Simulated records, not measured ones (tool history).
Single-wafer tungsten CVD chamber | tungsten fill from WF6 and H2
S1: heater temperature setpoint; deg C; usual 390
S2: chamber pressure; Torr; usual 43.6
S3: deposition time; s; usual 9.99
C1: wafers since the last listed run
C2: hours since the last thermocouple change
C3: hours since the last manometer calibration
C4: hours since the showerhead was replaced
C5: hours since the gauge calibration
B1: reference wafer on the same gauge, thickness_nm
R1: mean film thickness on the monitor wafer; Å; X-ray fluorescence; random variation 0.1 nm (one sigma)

run 1 hour=0.0 | S1=380 S2=43.6 S3=9.99 | C1=0 C2=2628.4 C3=1493.4 C4=4559.5 C5=399.8 | B1=27.031 | R1=210.74
run 2 hour=33.9 | S1=380 S2=43.6 S3=9.99 | C1=895 C2=2662.3 C3=1527.3 C4=4593.4 C5=433.7 | B1=26.990 | R1=210.24
run 3 hour=58.5 | S1=390 S2=40.8 S3=9.99 | C1=649 C2=2686.9 C3=1551.9 C4=4618.0 C5=458.3 | B1=26.985 | R1=256.94
run 4 hour=93.9 | S1=390 S2=40.8 S3=9.99 | C1=934 C2=2722.3 C3=1587.3 C4=4653.4 C5=493.7 | B1=27.016 | R1=256.24
run 5 hour=122.1 | S1=390 S2=40.8 S3=9.99 | C1=744 C2=2750.5 C3=1615.5 C4=4681.6 C5=521.9 | B1=27.008 | R1=256.18
run 6 hour=154.4 | S1=390 S2=43.6 S3=9.99 | C1=853 C2=2782.8 C3=1647.8 C4=4713.9 C5=554.2 | B1=26.988 | R1=263.64
run 7 hour=185.2 | S1=390 S2=43.6 S3=9.99 | C1=813 C2=2813.6 C3=1678.6 C4=4744.7 C5=585.0 | B1=27.010 | R1=263.90
-- hour=187.7 gauge calibrated
run 8 hour=205.2 | S1=390 S2=43.6 S3=9.99 | C1=528 C2=2833.6 C3=1698.6 C4=4764.7 C5=17.5 | B1=26.996 | R1=264.85
-- hour=225.0 thermocouple changed; heater temperature recalibrated
run 9 hour=226.0 | S1=390 S2=43.6 S3=9.99 | C1=338 C2=1.0 C3=1719.4 C4=4785.5 C5=38.3 | B1=27.015 | R1=246.93
-- hour=234.2 capacitance manometer re-zeroed and calibrated
run 10 hour=243.9 | S1=390 S2=40.2 S3=9.99 | C1=261 C2=18.9 C3=9.7 C4=4803.4 C5=56.2 | B1=26.988 | R1=240.22
run 11 hour=274.3 | S1=390 S2=50.4 S3=8.65 | C1=802 C2=49.3 C3=40.1 C4=4833.8 C5=86.6 | B1=27.012 | R1=228.22
run 12 hour=290.7 | S1=386 S2=54.2 S3=9.99 | C1=433 C2=65.7 C3=56.5 C4=4850.2 C5=103.0 | B1=27.015 | R1=248.84
-- hour=300.7 thermocouple changed; heater temperature recalibrated, repeated, since the last time left the tool worse
run 13 hour=326.6 | S1=390 S2=38.4 S3=9.99 | C1=736 C2=25.9 C3=92.4 C4=4886.1 C5=138.9 | B1=27.023 | R1=272.31
run 14 hour=340.1 | S1=390 S2=43.6 S3=9.99 | C1=356 C2=39.4 C3=105.9 C4=4899.6 C5=152.4 | B1=26.979 | R1=287.67
-- hour=361.5 showerhead replaced
run 15 hour=369.9 | S1=390 S2=43.6 S3=9.99 | C1=575 C2=69.2 C3=135.7 C4=8.4 C5=182.2 | B1=27.022 | R1=285.56
run 16 hour=465.6 | S1=390 S2=43.6 S3=9.99 | C1=2527 C2=164.9 C3=231.4 C4=104.1 C5=277.9 | B1=27.010 | R1=286.20
run 17 hour=495.9 | S1=386 S2=51.9 S3=11.56 | C1=800 C2=195.2 C3=261.7 C4=134.4 C5=308.2 | B1=27.030 | R1=325.26
run 18 hour=512.4 | S1=376 S2=43.6 S3=9.99 | C1=435 C2=211.7 C3=278.2 C4=150.9 C5=324.7 | B1=26.954 | R1=206.59

Forecast each of these 4 alternatives for the next run:
run A hour=512.8 | S1=401 S2=43.6 S3=9.99 | C1=10 C2=212.1 C3=278.6 C4=151.3 C5=325.1 | B1=? | R1=?
run B hour=512.8 | S1=384 S2=38.7 S3=11.32 | C1=10 C2=212.1 C3=278.6 C4=151.3 C5=325.1 | B1=? | R1=?
run C hour=512.8 | S1=390 S2=43.6 S3=10.81 | C1=10 C2=212.1 C3=278.6 C4=151.3 C5=325.1 | B1=? | R1=?
run D hour=512.8 | S1=399 S2=43.6 S3=9.99 | C1=10 C2=212.1 C3=278.6 C4=151.3 C5=325.1 | B1=? | R1=?

run=A B1=26.970 R1=360.45
run=B B1=26.970 R1=266.87
run=C B1=26.970 R1=308.01
run=D B1=26.970 R1=345.71
Without the tool's hidden state the same runs would have given:
run=A R1=371.50
run=B R1=276.10
run=C R1=318.44
run=D R1=356.74

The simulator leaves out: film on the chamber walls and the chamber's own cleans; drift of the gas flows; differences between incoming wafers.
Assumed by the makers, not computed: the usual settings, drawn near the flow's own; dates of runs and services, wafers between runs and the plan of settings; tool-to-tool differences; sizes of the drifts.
